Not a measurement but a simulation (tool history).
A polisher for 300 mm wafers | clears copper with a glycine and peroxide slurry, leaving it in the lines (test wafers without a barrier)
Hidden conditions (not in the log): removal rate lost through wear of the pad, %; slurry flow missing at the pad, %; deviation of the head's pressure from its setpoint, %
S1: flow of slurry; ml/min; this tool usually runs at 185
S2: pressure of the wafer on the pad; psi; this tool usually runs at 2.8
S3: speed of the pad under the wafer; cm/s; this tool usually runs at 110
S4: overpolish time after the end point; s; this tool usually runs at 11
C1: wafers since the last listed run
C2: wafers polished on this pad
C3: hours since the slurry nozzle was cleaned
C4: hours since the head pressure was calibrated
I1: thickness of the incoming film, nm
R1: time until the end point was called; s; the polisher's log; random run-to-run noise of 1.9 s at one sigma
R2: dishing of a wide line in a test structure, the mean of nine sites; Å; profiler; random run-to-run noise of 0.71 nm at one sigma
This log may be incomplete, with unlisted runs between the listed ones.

run,hour,S1,S2,S3,S4,C1,C2,C3,C4,I1,R1,R2
1,0.0,185,2.8,110,11,0,8,388.1,504.6,953.9,158.1,481
# hour 4.7: slurry nozzle cleaned
# hour 6.2: head pressure recalibrated
2,67.3,185,2.8,110,11,372,381,62.6,61.1,963.6,144.9,521
3,103.4,185,2.8,110,11,207,588,98.7,97.2,958.0,145.7,530
4,130.4,185,2.8,110,11,155,743,125.7,124.2,973.3,146.3,515
# hour 170.8: worn pad replaced by a new one
5,196.3,185,2.8,110,11,355,146,191.6,190.1,972.5,149.2,515
6,255.5,185,2.8,110,11,340,486,250.8,249.3,973.5,152.0,506
7,303.1,185,2.8,110,11,273,760,298.4,296.9,957.9,154.7,492
# hour 345.8: worn pad replaced by a new one
# hour 352.5: slurry nozzle cleaned
8,363.2,185,2.8,110,11,316,94,10.7,357.0,980.9,145.9,542
9,410.0,185,2.8,100,11,268,363,57.5,403.8,952.0,147.9,497
10,442.6,185,2.8,142,11,187,550,90.1,436.4,962.1,123.6,583

What does the tool deliver on the next run?
11,480.7,220,2.8,110,11,218,769,128.2,474.5,974.6,?,?

Run 11 produced R1 145.8 s, R2 536 Å.
If the tool had no hidden condition, the same run with the same run-to-run variation would have returned R1 142.4 s, R2 546 Å.

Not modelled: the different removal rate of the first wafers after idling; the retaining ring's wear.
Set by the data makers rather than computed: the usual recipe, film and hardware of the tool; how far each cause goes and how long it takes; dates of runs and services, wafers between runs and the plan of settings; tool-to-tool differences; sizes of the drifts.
